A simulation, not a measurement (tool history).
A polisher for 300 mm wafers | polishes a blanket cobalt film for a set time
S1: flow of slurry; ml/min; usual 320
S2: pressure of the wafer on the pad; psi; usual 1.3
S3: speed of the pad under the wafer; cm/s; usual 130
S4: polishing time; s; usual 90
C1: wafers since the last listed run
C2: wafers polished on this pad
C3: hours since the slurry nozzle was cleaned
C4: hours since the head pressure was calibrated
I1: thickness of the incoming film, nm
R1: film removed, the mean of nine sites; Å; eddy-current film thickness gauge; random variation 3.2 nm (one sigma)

run   hour   S1   S2   S3   S4   C1    C2     C3      C4      I1    R1
  1      0  320  1.3  130   90    0   825  270.2     979  1590.2  3676
  2   13.4  320  1.3  130   90   78   904  283.6   992.4  1579.6  3667
  3     28  320  1.7  100   90   85   990  298.2    1007  1579.8  3496
  4   39.6  320  1.7  100   90   68  1058  309.8  1018.6  1612.3  3465
  5   54.2  320  1.7  100   90   85  1144  324.4  1033.2  1586.8  3440
  6   60.4  320  1.3  130   90   36  1181  330.6  1039.4  1572.2  3588
      66.1  -- worn pad replaced by a new one
  7   67.2  320  1.3  130   90   16     6  337.4  1046.2  1583.5  3646
  8   79.9  320  1.3  130   90   74    80  350.1  1058.9  1574.3  3611
  9   95.9  320  1.3  130   90   94   175  366.1  1074.9  1564.7  3687
     108.3  -- head pressure recalibrated
 10    111  320  1.3  130   90   77   252  381.2     2.7  1585.9  3425
 11    122  320  1.3  130   90   64   316  392.2    13.7  1579.7  3422
 12  131.8  320  1.3  130   90   57   374    402    23.5  1581.5  3402
 13  141.4  320  1.3  130   90   56   431  411.6    33.1    1600  3393
 14  159.1  375  1.3  130   90  104   535  429.3    50.8  1582.7  3457
 15  171.7  245  1.6  148   90   74   609  441.9    63.4  1583.3  4401
 16    185  375  1.3  130   90   78   687  455.2    76.7  1568.1  3467
 17  201.1  320  1.3  130   61   94   782  471.3    92.8  1565.7  2324
 18  211.4  320  1.3  130   90   60   842  481.6   103.1  1569.9  3443
 19  220.1  225  1.5  174  109   51   894  490.3   111.8  1572.9  5968
 20  228.5  235  1.6  130   90   49   943  498.7   120.2  1590.8  3951
 21    241  265  1.1  158  110   73  1017  511.2   132.7  1570.5  4357
     249.1  -- head pressure recalibrated, repeated, since the last time left the tool worse
 22  250.3  320  1.3  130   90   42  1060  520.5     1.2  1579.3  3821
 23  264.5  245  1.6  148   90   83  1143  534.7    15.4  1589.7  5008
 24  271.9  320  1.3  130   90   43  1187  542.1    22.8  1552.2  3867
     281.9  -- worn pad replaced by a new one
 25  308.6  410  1.3  142   90  192   157  578.8    59.5  1590.6  4318
     314.5  -- slurry nozzle cleaned
 26  320.6  270  1.3  130   90   64   222    6.1    71.5  1604.1  3800
 27  335.6  320  1.3  130   90   88   310   21.1    86.5  1570.9  3834
 28  351.7  290  1.3  172   90   94   405   37.2   102.6  1577.5  5043
 29  360.8  320  1.2  130   90   53   458   46.3   111.7  1566.9  3672
 30  373.8  425  1.3  104  110   76   535   59.3   124.7  1582.5  3846
 31  385.9  320  1.3  130   90   71   606   71.4   136.8  1554.2  3816
 32  399.5  265  1.3   92   73   80   686     85   150.4  1587.7  2195
 33  412.8  320  1.7  176   90   78   764   98.3   163.7  1583.4  6441
 34    438  320  1.3  130   90  148   912  123.5   188.9  1561.9  3865
 35  453.6  350  1.2  146   90   91  1004  139.1   204.5  1556.5  4172
 36  462.3  225  0.9  100  115   51  1055  147.8   213.2  1612.7  2822

Measured less the same run without the tool's hidden state. The same run-to-run variation is in both; the gauge's scatter may not be:
The hidden state here: removal rate lost through wear of the pad, %; slurry flow missing at the pad, %; deviation of the head's pressure from its setpoint, %.
run    R1
  1  -200
  2  -206
  3  -204
  4  -208
  5  -213
  6  -226
  7  -233
  8  -238
  9  -252
 10  -461
 11  -460
 12  -458
 13  -457
 14  -466
 15  -592
 16  -467
 17  -314
 18  -466
 19  -808
 20  -536
 21  -592
 22   -12
 23   -16
 24   -12
 25   -15
 26   -13
 27   -14
 28   -19
 29   -14
 30   -16
 31   -16
 32   -10
 33   -32
 34   -21
 35   -24
 36   -17
